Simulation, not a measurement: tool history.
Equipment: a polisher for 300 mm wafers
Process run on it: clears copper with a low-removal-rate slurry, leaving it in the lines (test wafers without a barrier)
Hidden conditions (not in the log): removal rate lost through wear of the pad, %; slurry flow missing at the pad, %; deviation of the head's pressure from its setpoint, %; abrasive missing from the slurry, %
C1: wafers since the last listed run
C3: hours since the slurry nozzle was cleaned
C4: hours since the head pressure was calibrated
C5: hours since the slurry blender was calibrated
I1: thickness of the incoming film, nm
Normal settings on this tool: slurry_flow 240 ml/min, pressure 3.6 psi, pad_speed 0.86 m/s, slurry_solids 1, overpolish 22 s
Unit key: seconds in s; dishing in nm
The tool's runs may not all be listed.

run 1 hour=0 | slurry_flow=190 pressure=3.6 pad_speed=0.86 slurry_solids=1 overpolish=22 | C1=0 wafers_polished_on_this_pad=5191 C3=413.2 C4=1.9 C5=469.1 | I1=488.9 | seconds=179.4 dishing=38.1
run 2 hour=71.4 | slurry_flow=190 pressure=3.6 pad_speed=0.86 slurry_solids=1 overpolish=22 | C1=489 wafers_polished_on_this_pad=5681 C3=484.6 C4=73.3 C5=540.5 | I1=499.7 | seconds=179.3 dishing=38.7
run 3 hour=167 | slurry_flow=240 pressure=3.6 pad_speed=0.86 slurry_solids=0.9 overpolish=22 | C1=655 wafers_polished_on_this_pad=6337 C3=580.2 C4=168.9 C5=636.1 | I1=490.1 | seconds=175.8 dishing=38.7
-- hour=196.5 worn pad replaced by a new one
run 4 hour=220.9 | slurry_flow=240 pressure=3.6 pad_speed=0.56 slurry_solids=1 overpolish=22 | C1=342 wafers_polished_on_this_pad=167 C3=634.1 C4=222.8 C5=690 | I1=493.6 | seconds=235.1 dishing=31
run 5 hour=258.7 | slurry_flow=240 pressure=3.6 pad_speed=0.86 slurry_solids=1 overpolish=22 | C1=259 wafers_polished_on_this_pad=427 C3=671.9 C4=260.6 C5=727.8 | I1=485.2 | seconds=168 dishing=40.1
-- hour=277.9 slurry blender recalibrated
-- hour=316.3 slurry nozzle cleaned
run 6 hour=352.9 | slurry_flow=210 pressure=3.6 pad_speed=0.86 slurry_solids=1 overpolish=22 | C1=625 wafers_polished_on_this_pad=1052 C3=36.6 C4=354.8 C5=75 | I1=487.5 | seconds=157.6 dishing=43.5
run 7 hour=451.6 | slurry_flow=240 pressure=2.6 pad_speed=0.86 slurry_solids=1 overpolish=18 | C1=677 wafers_polished_on_this_pad=1729 C3=135.3 C4=453.5 C5=173.7 | I1=494.9 | seconds=202.9 dishing=28
run 8 hour=540.7 | slurry_flow=240 pressure=3.2 pad_speed=0.6 slurry_solids=0.75 overpolish=26 | C1=611 wafers_polished_on_this_pad=2341 C3=224.4 C4=542.6 C5=262.8 | I1=490.9 | seconds=243.4 dishing=34.6
run 9 hour=642.9 | slurry_flow=240 pressure=3.6 pad_speed=0.86 slurry_solids=0.75 overpolish=35 | C1=701 wafers_polished_on_this_pad=3042 C3=326.6 C4=644.8 C5=365 | I1=490.7 | seconds=167.7 dishing=57
run 10 hour=721 | slurry_flow=300 pressure=4 pad_speed=0.66 slurry_solids=1.25 overpolish=22 | C1=535 wafers_polished_on_this_pad=3578 C3=404.7 C4=722.9 C5=443.1 | I1=495.7 | seconds=159.1 dishing=41.6
run 11 hour=800.4 | slurry_flow=240 pressure=3.6 pad_speed=0.86 slurry_solids=1.2 overpolish=22 | C1=544 wafers_polished_on_this_pad=4122 C3=484.1 C4=802.3 C5=522.5 | I1=491.6 | seconds=148.1 dishing=43.8
run 12 hour=894.1 | slurry_flow=240 pressure=3.6 pad_speed=0.86 slurry_solids=1.2 overpolish=22 | C1=642 wafers_polished_on_this_pad=4765 C3=577.8 C4=896 C5=616.2 | I1=497.9 | seconds=156.7 dishing=43.1
run 13 hour=957.3 | slurry_flow=180 pressure=3.6 pad_speed=0.86 slurry_solids=0.7 overpolish=22 | C1=433 wafers_polished_on_this_pad=5199 C3=641 C4=959.2 C5=679.4 | I1=496.3 | seconds=181.2 dishing=37.5
run 14 hour=1029.6 | slurry_flow=240 pressure=3.2 pad_speed=0.86 slurry_solids=0.9 overpolish=18 | C1=496 wafers_polished_on_this_pad=5695 C3=713.3 C4=1031.5 C5=751.7 | I1=487.7 | seconds=183.9 dishing=31
-- hour=1065.6 worn pad replaced by a new one
run 15 hour=1071.5 | slurry_flow=240 pressure=3.6 pad_speed=1.14 slurry_solids=1 overpolish=22 | C1=260 wafers_polished_on_this_pad=40 C3=755.2 C4=1073.4 C5=793.6 | I1=490.1 | seconds=131.4 dishing=48.4
-- hour=1108.4 head pressure recalibrated
run 16 hour=1108.9 | slurry_flow=240 pressure=3.6 pad_speed=1.12 slurry_solids=0.9 overpolish=22 | C1=242 wafers_polished_on_this_pad=283 C3=792.6 C4=0.5 C5=831 | I1=497.2 | seconds=147.3 dishing=43.9
-- hour=1135.3 slurry blender recalibrated
run 17 hour=1159.2 | slurry_flow=240 pressure=3.6 pad_speed=0.86 slurry_solids=1 overpolish=22 | C1=331 wafers_polished_on_this_pad=614 C3=842.9 C4=50.8 C5=23.9 | I1=488.6 | seconds=163.3 dishing=40.8
run 18 hour=1204.9 | slurry_flow=200 pressure=3.1 pad_speed=0.86 slurry_solids=1 overpolish=22 | C1=313 wafers_polished_on_this_pad=928 C3=888.6 C4=96.5 C5=69.6 | I1=496.9 | seconds=195.3 dishing=36
-- hour=1240.3 slurry nozzle cleaned
run 19 hour=1420.5 | slurry_flow=240 pressure=3.6 pad_speed=1.14 slurry_solids=1 overpolish=22 | C1=1472 wafers_polished_on_this_pad=2400 C3=180.2 C4=312.1 C5=285.2 | I1=488.6 | seconds=125.2 dishing=48.2
run 20 hour=1519.4 | slurry_flow=165 pressure=3.6 pad_speed=0.86 slurry_solids=0.85 overpolish=30 | C1=678 wafers_polished_on_this_pad=3078 C3=279.1 C4=411 C5=384.1 | I1=503.4 | seconds=183 dishing=48.6
run 21 hour=1611.7 | slurry_flow=240 pressure=3.6 pad_speed=0.98 slurry_solids=1 overpolish=22 | C1=633 wafers_polished_on_this_pad=3712 C3=371.4 C4=503.3 C5=476.4 | I1=495.1 | seconds=144.4 dishing=46.6
run 22 hour=1803.4 | slurry_flow=180 pressure=4.7 pad_speed=0.86 slurry_solids=0.85 overpolish=10 | C1=1315 wafers_polished_on_this_pad=5027 C3=563.1 C4=695 C5=668.1 | I1=493.7 | seconds=139.6 dishing=24
run 23 hour=1861.3 | slurry_flow=240 pressure=3.6 pad_speed=0.86 slurry_solids=1 overpolish=22 | C1=397 wafers_polished_on_this_pad=5424 C3=621 C4=752.9 C5=726 | I1=497.7 | seconds=166.9 dishing=40.6
-- hour=1889.7 slurry blender recalibrated
run 24 hour=1954.5 | slurry_flow=310 pressure=3.6 pad_speed=0.86 slurry_solids=1 overpolish=17 | C1=625 wafers_polished_on_this_pad=6050 C3=714.2 C4=846.1 C5=64.8 | I1=501.6 | seconds=151 dishing=37.5
-- hour=1965.4 worn pad replaced by a new one
run 25 hour=2041.6 | slurry_flow=240 pressure=3.2 pad_speed=0.6 slurry_solids=0.75 overpolish=26 | C1=570 wafers_polished_on_this_pad=522 C3=801.3 C4=933.2 C5=151.9 | I1=495.2 | seconds=242.1 dishing=34
-- hour=2053.7 slurry nozzle cleaned
run 26 hour=2111.6 | slurry_flow=195 pressure=3.6 pad_speed=1.12 slurry_solids=1 overpolish=22 | C1=473 wafers_polished_on_this_pad=995 C3=57.9 C4=1003.2 C5=221.9 | I1=490 | seconds=124.2 dishing=50.3
run 27 hour=2195.2 | slurry_flow=310 pressure=3.6 pad_speed=0.86 slurry_solids=1 overpolish=31 | C1=573 wafers_polished_on_this_pad=1569 C3=141.5 C4=1086.8 C5=305.5 | I1=491.2 | seconds=152.5 dishing=56.1

5 ways to go on from here, each from the tool as it stands after run 27. What would each give?
run A hour=2195.7 | slurry_flow=240 pressure=3.6 pad_speed=0.86 slurry_solids=1 overpolish=22 | C1=3 wafers_polished_on_this_pad=1572 C3=142 C4=1087.3 C5=306 | I1=504.7 | seconds=? dishing=?
run B hour=2195.7 | slurry_flow=160 pressure=3.6 pad_speed=0.74 slurry_solids=1.15 overpolish=15 | C1=3 wafers_polished_on_this_pad=1572 C3=142 C4=1087.3 C5=306 | I1=504.7 | seconds=? dishing=?
run C hour=2195.7 | slurry_flow=215 pressure=3.6 pad_speed=0.76 slurry_solids=1.25 overpolish=14 | C1=3 wafers_polished_on_this_pad=1572 C3=142 C4=1087.3 C5=306 | I1=504.7 | seconds=? dishing=?
run D hour=2195.7 | slurry_flow=310 pressure=2.8 pad_speed=0.72 slurry_solids=1 overpolish=13 | C1=3 wafers_polished_on_this_pad=1572 C3=142 C4=1087.3 C5=306 | I1=504.7 | seconds=? dishing=?
run E hour=2195.7 | slurry_flow=240 pressure=4.9 pad_speed=0.86 slurry_solids=1 overpolish=22 | C1=3 wafers_polished_on_this_pad=1572 C3=142 C4=1087.3 C5=306 | I1=504.7 | seconds=? dishing=?

run=A seconds=158.3 dishing=44
run=B seconds=182.4 dishing=28.7
run=C seconds=166.6 dishing=29.2
run=D seconds=219.9 dishing=21.3
run=E seconds=119.7 dishing=54.9
Take away the tool's hidden state, keep each run's random variation, and the runs would have read:
run=A seconds=167.5 dishing=41.9
run=B seconds=192.8 dishing=27.3
run=C seconds=176 dishing=27.8
run=D seconds=232.6 dishing=20.2
run=E seconds=126.6 dishing=52.5
